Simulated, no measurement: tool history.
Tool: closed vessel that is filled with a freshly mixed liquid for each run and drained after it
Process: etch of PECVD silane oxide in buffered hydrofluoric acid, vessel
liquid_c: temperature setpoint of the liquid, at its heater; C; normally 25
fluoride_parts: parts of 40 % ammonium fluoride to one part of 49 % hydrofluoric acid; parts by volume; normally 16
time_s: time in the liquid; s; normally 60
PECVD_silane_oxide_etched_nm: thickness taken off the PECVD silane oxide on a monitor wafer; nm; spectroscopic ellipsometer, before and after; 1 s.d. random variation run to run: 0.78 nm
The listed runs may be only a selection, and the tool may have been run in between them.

run	hour	liquid_c	fluoride_parts	time_s	read-back film thickness of the PECVD silane oxide reference wafer, read on the same gauge (nm)	PECVD_silane_oxide_etched_nm
1	0	25	16	60	130.01	181.53
2	37.5	25	16	60	129.99	183.42
3	82.5	23	12	60	130	216.51
4	149.3	23	12	60	129.99	214.53
5	203.6	23	12	60	130	216.08
6	236.9	25	13.5	85	130	304.33
7	284.3	22	16	60	130	155.64
8	309.7	22	16	60	129.99	154.53
9	341	25	16	60	130	181.05
10	397.6	25	16	60	130.01	181.52
11	434.3	25	16	70	130	212.34
12	483.8	23.5	21	50	130.01	108.19
13	530	25	16	60	130.01	182.46
14	561.8	23	13	60	130	199.25
15	607.6	25	16	60	130.01	181.21
16	642.6	22.5	20.5	60	130.01	124.5
17	700.2	25	11	90	130.01	394.61
18	743.2	25	11.5	60	130	250.71
19	804.1	21.5	16	80	130.02	200.44
20	839.2	28	11.5	60	130	294.37
21	874.6	20	21.5	40	130.01	70.12
22	937	25	16	60	130	181.35
23	1005.3	25	16	60	129.99	181.61
24	1044.1	29.5	10	75	130	457.11
25	1083.9	25	16	30	130.01	90.61
26	1124.8	29.5	16	95	130	367.37
27	1181.2	25	9.5	30	130.02	148.49
28	1221.2	25	16	60	130.01	180.52
29	1282.9	21	20.5	35	129.98	67.46
30	1485.7	25	16	60	130	182.76
31	1541.8	25	16	60	130.02	181.53
32	1656.4	22.5	10.5	60	129.99	240.24
33	1686.9	20.5	10	85	130	318.32

Missing from the log above: 4 entries noted between runs. For each, name the pair of listed runs it sits between and say how the tool's hidden condition differs from the listed run just before to the listed run just after:
Between runs 16 and 17: hydrofluoric acid flow meter replaced (hour 665.3); gauge calibrated (hour 688.2)
  no difference in the tool's unlogged condition between these two runs
Between runs 20 and 21: thermometer replaced (hour 845.6)
  no difference in the tool's unlogged condition between these two runs
Between runs 32 and 33: hydrofluoric acid flow meter replaced (hour 1668)
  no difference in the tool's unlogged condition between these two runs

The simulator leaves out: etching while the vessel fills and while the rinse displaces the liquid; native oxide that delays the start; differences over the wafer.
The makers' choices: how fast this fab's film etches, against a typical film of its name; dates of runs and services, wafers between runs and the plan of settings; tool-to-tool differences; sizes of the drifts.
